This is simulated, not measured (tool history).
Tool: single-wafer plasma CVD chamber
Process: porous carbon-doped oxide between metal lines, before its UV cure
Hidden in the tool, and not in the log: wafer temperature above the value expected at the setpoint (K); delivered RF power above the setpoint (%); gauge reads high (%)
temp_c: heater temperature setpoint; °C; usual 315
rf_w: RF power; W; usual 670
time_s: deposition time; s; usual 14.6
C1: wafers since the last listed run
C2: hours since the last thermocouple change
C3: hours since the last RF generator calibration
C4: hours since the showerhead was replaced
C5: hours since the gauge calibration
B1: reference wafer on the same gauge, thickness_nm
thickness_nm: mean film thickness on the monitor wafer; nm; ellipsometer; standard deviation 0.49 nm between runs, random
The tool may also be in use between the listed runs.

run 1 hour=0.0 | temp_c=315 rf_w=670 time_s=13.4 | C1=0 C2=1049.4 C3=1217.9 C4=5048.2 C5=1099.7 | B1=97.780 | thickness_nm=85.729
-- hour=6.0 thermocouple changed; heater temperature recalibrated
run 2 hour=76.6 | temp_c=307 rf_w=670 time_s=14.6 | C1=1992 C2=70.6 C3=1294.5 C4=5124.8 C5=1176.3 | B1=97.755 | thickness_nm=95.600
run 3 hour=184.0 | temp_c=307 rf_w=670 time_s=14.6 | C1=3031 C2=178.0 C3=1401.9 C4=5232.2 C5=1283.7 | B1=97.718 | thickness_nm=96.008
run 4 hour=271.0 | temp_c=307 rf_w=670 time_s=14.6 | C1=2455 C2=265.0 C3=1488.9 C4=5319.2 C5=1370.7 | B1=97.659 | thickness_nm=95.996
run 5 hour=376.1 | temp_c=315 rf_w=670 time_s=14.6 | C1=2966 C2=370.1 C3=1594.0 C4=5424.3 C5=1475.8 | B1=97.785 | thickness_nm=91.798
run 6 hour=483.0 | temp_c=315 rf_w=670 time_s=14.6 | C1=3017 C2=477.0 C3=1700.9 C4=5531.2 C5=1582.7 | B1=97.832 | thickness_nm=92.407
run 7 hour=583.8 | temp_c=315 rf_w=670 time_s=14.6 | C1=2845 C2=577.8 C3=1801.7 C4=5632.0 C5=1683.5 | B1=97.766 | thickness_nm=92.282
run 8 hour=855.4 | temp_c=315 rf_w=670 time_s=14.6 | C1=7665 C2=849.4 C3=2073.3 C4=5903.6 C5=1955.1 | B1=97.816 | thickness_nm=92.447
run 9 hour=891.9 | temp_c=315 rf_w=670 time_s=14.6 | C1=1030 C2=885.9 C3=2109.8 C4=5940.1 C5=1991.6 | B1=97.729 | thickness_nm=92.478
run 10 hour=940.4 | temp_c=315 rf_w=670 time_s=14.6 | C1=1368 C2=934.4 C3=2158.3 C4=5988.6 C5=2040.1 | B1=97.877 | thickness_nm=93.305
run 11 hour=1034.2 | temp_c=315 rf_w=670 time_s=12.6 | C1=2647 C2=1028.2 C3=2252.1 C4=6082.4 C5=2133.9 | B1=97.828 | thickness_nm=81.098
-- hour=1054.4 showerhead replaced
run 12 hour=1086.1 | temp_c=315 rf_w=670 time_s=12.6 | C1=1239 C2=1080.1 C3=2304.0 C4=31.7 C5=2185.8 | B1=97.784 | thickness_nm=81.071
-- hour=1142.6 thermocouple changed; heater temperature recalibrated
-- hour=1162.6 RF generator calibrated
run 13 hour=1163.1 | temp_c=315 rf_w=670 time_s=14.6 | C1=1721 C2=20.5 C3=0.5 C4=108.7 C5=2262.8 | B1=97.839 | thickness_nm=91.810
run 14 hour=1251.0 | temp_c=315 rf_w=670 time_s=14.6 | C1=2480 C2=108.4 C3=88.4 C4=196.6 C5=2350.7 | B1=97.757 | thickness_nm=93.266
run 15 hour=1299.9 | temp_c=306 rf_w=620 time_s=17.5 | C1=1380 C2=157.3 C3=137.3 C4=245.5 C5=2399.6 | B1=97.748 | thickness_nm=112.901
run 16 hour=1391.6 | temp_c=315 rf_w=670 time_s=14.6 | C1=2588 C2=249.0 C3=229.0 C4=337.2 C5=2491.3 | B1=97.775 | thickness_nm=92.879
-- hour=1449.1 gauge calibrated
run 17 hour=1496.5 | temp_c=303 rf_w=790 time_s=17.3 | C1=2960 C2=353.9 C3=333.9 C4=442.1 C5=47.4 | B1=97.791 | thickness_nm=123.123
run 18 hour=1787.2 | temp_c=307 rf_w=620 time_s=16.6 | C1=8204 C2=644.6 C3=624.6 C4=732.8 C5=338.1 | B1=97.809 | thickness_nm=107.485
run 19 hour=1864.0 | temp_c=315 rf_w=740 time_s=16.0 | C1=2167 C2=721.4 C3=701.4 C4=809.6 C5=414.9 | B1=97.740 | thickness_nm=104.819
run 20 hour=1943.8 | temp_c=307 rf_w=670 time_s=14.6 | C1=2252 C2=801.2 C3=781.2 C4=889.4 C5=494.7 | B1=97.766 | thickness_nm=98.903
run 21 hour=2018.8 | temp_c=315 rf_w=670 time_s=14.6 | C1=2116 C2=876.2 C3=856.2 C4=964.4 C5=569.7 | B1=97.859 | thickness_nm=94.718
-- hour=2037.2 thermocouple changed; heater temperature recalibrated
run 22 hour=2193.4 | temp_c=303 rf_w=670 time_s=14.6 | C1=4702 C2=156.2 C3=1030.8 C4=1139.0 C5=744.3 | B1=97.803 | thickness_nm=98.118
run 23 hour=2274.9 | temp_c=315 rf_w=670 time_s=14.6 | C1=2300 C2=237.7 C3=1112.3 C4=1220.5 C5=825.8 | B1=97.844 | thickness_nm=91.404
run 24 hour=2365.6 | temp_c=315 rf_w=755 time_s=14.6 | C1=2559 C2=328.4 C3=1203.0 C4=1311.2 C5=916.5 | B1=97.896 | thickness_nm=95.520
run 25 hour=2462.5 | temp_c=301 rf_w=670 time_s=14.6 | C1=2734 C2=425.3 C3=1299.9 C4=1408.1 C5=1013.4 | B1=97.746 | thickness_nm=98.360
run 26 hour=2547.4 | temp_c=330 rf_w=615 time_s=13.8 | C1=2396 C2=510.2 C3=1384.8 C4=1493.0 C5=1098.3 | B1=97.819 | thickness_nm=78.929
run 27 hour=2598.4 | temp_c=304 rf_w=670 time_s=12.6 | C1=1439 C2=561.2 C3=1435.8 C4=1544.0 C5=1149.3 | B1=97.848 | thickness_nm=85.683
run 28 hour=2657.6 | temp_c=311 rf_w=770 time_s=14.6 | C1=1670 C2=620.4 C3=1495.0 C4=1603.2 C5=1208.5 | B1=97.811 | thickness_nm=98.499
run 29 hour=2703.1 | temp_c=326 rf_w=785 time_s=14.6 | C1=1284 C2=665.9 C3=1540.5 C4=1648.7 C5=1254.0 | B1=97.819 | thickness_nm=92.834

Here are 5 independent what-if runs from the current tool condition. What would each one return?
run A hour=2703.5 | temp_c=315 rf_w=540 time_s=14.6 | C1=11 C2=666.3 C3=1540.9 C4=1649.1 C5=1254.4 | B1=? | thickness_nm=?
run B hour=2703.5 | temp_c=301 rf_w=565 time_s=16.9 | C1=11 C2=666.3 C3=1540.9 C4=1649.1 C5=1254.4 | B1=? | thickness_nm=?
run C hour=2703.5 | temp_c=320 rf_w=545 time_s=12.3 | C1=11 C2=666.3 C3=1540.9 C4=1649.1 C5=1254.4 | B1=? | thickness_nm=?
run D hour=2703.5 | temp_c=315 rf_w=600 time_s=14.6 | C1=11 C2=666.3 C3=1540.9 C4=1649.1 C5=1254.4 | B1=? | thickness_nm=?
run E hour=2703.5 | temp_c=304 rf_w=540 time_s=17.2 | C1=11 C2=666.3 C3=1540.9 C4=1649.1 C5=1254.4 | B1=? | thickness_nm=?

run=A B1=97.722 thickness_nm=85.702
run=B B1=97.722 thickness_nm=108.007
run=C B1=97.722 thickness_nm=70.968
run=D B1=97.722 thickness_nm=88.456
run=E B1=97.722 thickness_nm=106.570
Without the tool's hidden state the same runs would have given:
run=A thickness_nm=85.657
run=B thickness_nm=107.841
run=C thickness_nm=70.944
run=D thickness_nm=88.409
run=E thickness_nm=106.435

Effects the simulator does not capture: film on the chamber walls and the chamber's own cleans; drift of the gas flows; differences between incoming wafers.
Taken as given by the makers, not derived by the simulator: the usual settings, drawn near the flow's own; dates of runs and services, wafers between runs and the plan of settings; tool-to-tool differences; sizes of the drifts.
